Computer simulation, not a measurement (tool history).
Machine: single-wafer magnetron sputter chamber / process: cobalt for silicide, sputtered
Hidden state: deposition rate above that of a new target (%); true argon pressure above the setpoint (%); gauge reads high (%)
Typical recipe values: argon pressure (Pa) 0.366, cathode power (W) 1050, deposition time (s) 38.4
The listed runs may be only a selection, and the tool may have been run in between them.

run     day  argon pressure (Pa)  cathode power (W)  deposition time (s)  wafers since the last listed run  wafers on the sputter target  hours since the last manometer calibration  hours since the magnet pack was replaced  hours since the gauge calibration  read-back reference wafer on the same gauge, thickness_nm  mean film thickness on the monitor wafer (nm)
  1       0                0.366               1050                 38.4                                 0                          3504                                      2020.5                                      9338                              392.1                                                     16.516                                         19.945
  2   0.867                0.366               1050                 38.4                               301                          3806                                      2041.3                                    9358.8                              412.9                                                     16.499                                         19.899
  3   1.504                0.366               1050                 38.4                               222                          4028                                      2056.6                                    9374.1                              428.2                                                     16.495                                         19.941
  4   2.625                0.366               1050                 38.4                               390                          4418                                      2083.5                                      9401                              455.1                                                     16.493                                         19.845
  5   4.017                0.366               1050                 38.4                               484                          4903                                      2116.9                                    9434.4                              488.5                                                     16.503                                         19.889
  6   5.383                0.366               1050                 38.4                               475                          5379                                      2149.7                                    9467.2                              521.3                                                     16.497                                          19.88
  7   6.512                0.366               1050                 38.4                               393                          5772                                      2176.8                                    9494.3                              548.4                                                     16.504                                         19.806
  8    9.05                0.366               1050                 38.4                               883                          6656                                      2237.7                                    9555.2                              609.3                                                     16.495                                         19.817
  9  10.138                0.366               1050                 38.4                               378                          7035                                      2263.8                                    9581.3                              635.4                                                     16.511                                         19.829
     10.654  -- gauge calibrated
 10  11.333                0.366                850                 38.4                               416                          7451                                      2292.5                                      9610                               16.3                                                     16.493                                         15.993
 11  12.717                0.366               1050                 38.4                               481                          7933                                      2325.7                                    9643.2                               49.5                                                     16.497                                         19.765
 12  13.779                0.366               1200                 43.6                               370                          8303                                      2351.2                                    9668.7                                 75                                                     16.504                                         25.729
     14.604  -- sputter target and shields replaced
 13  14.642                0.366               1200                 43.6                               184                            13                                      2371.9                                    9689.4                               95.7                                                     16.501                                         26.418
 14  15.275                0.366               1200                 43.6                               220                           234                                      2387.1                                    9704.6                              110.9                                                     16.511                                         26.417
 15  16.262                 0.26               1050                 31.3                               343                           577                                      2410.8                                    9728.3                              134.6                                                     16.511                                         16.743
 16  17.192                0.366               1050                 38.4                               323                           901                                      2433.1                                    9750.6                              156.9                                                     16.499                                         20.198
 17  18.567                0.447               1050                 38.4                               478                          1380                                      2466.1                                    9783.6                              189.9                                                     16.491                                         19.724
 18  19.558                0.366               1050                 38.4                               345                          1725                                      2489.9                                    9807.4                              213.7                                                     16.517                                         20.116
 19  20.862                0.449                850                 38.4                               454                          2179                                      2521.2                                    9838.7                                245                                                     16.499                                         15.963
 20  21.396                0.325                850                 33.6                               185                          2365                                        2534                                    9851.5                              257.8                                                     16.511                                         14.337
 21  22.158                0.277               1050                 34.9                               265                          2631                                      2552.3                                    9869.8                              276.1                                                     16.506                                         18.516
     22.846  -- capacitance manometer re-zeroed and calibrated
 22  23.454                0.366               1050                 35.4                               335                          2966                                        14.6                                    9900.9                              307.2                                                     16.492                                         18.405
     24.117  -- magnet pack replaced
 23  24.654                0.366               1200                 36.4                               301                          3268                                        43.4                                      12.9                                336                                                     16.504                                         21.627
 24  25.854                0.446               1050                 33.8                               417                          3686                                        72.2                                      41.7                              364.8                                                     16.496                                         17.307
 25  26.892                0.292               1050                 38.4                               361                          4047                                        97.1                                      66.6                              389.7                                                     16.495                                         20.049
 26  27.588                0.236               1050                 38.4                               242                          4289                                       113.8                                      83.3                              406.4                                                     16.506                                         20.324
 27  28.467                0.366               1150                 38.4                               306                          4595                                       134.9                                     104.4                              427.5                                                     16.508                                         21.691
 28  29.229                0.366               1050                 38.4                               265                          4861                                       153.2                                     122.7                              445.8                                                     16.504                                         19.814
 29  30.508                0.366               1050                 38.4                               445                          5306                                       183.9                                     153.4                              476.5                                                     16.512                                         19.769

Hidden state, per run?
true argon pressure above the setpoint (%): 0 across all the runs
gauge reads high (%): 0 across all the runs
H1: deposition rate above that of a new target (%)
run      H1
  1   -2.26
  2   -2.35
  3   -2.41
  4    -2.5
  5    -2.6
  6   -2.68
  7   -2.74
  8   -2.84
  9   -2.87
 10   -2.91
 11   -2.94
 12   -2.96
 13  -0.198
 14   -0.42
 15  -0.733
 16  -0.994
 17   -1.33
 18   -1.54
 19   -1.78
 20   -1.86
 21   -1.98
 22   -2.15
 23   -2.29
 24   -2.41
 25   -2.49
 26   -2.55
 27   -2.61
 28   -2.66
 29   -2.73

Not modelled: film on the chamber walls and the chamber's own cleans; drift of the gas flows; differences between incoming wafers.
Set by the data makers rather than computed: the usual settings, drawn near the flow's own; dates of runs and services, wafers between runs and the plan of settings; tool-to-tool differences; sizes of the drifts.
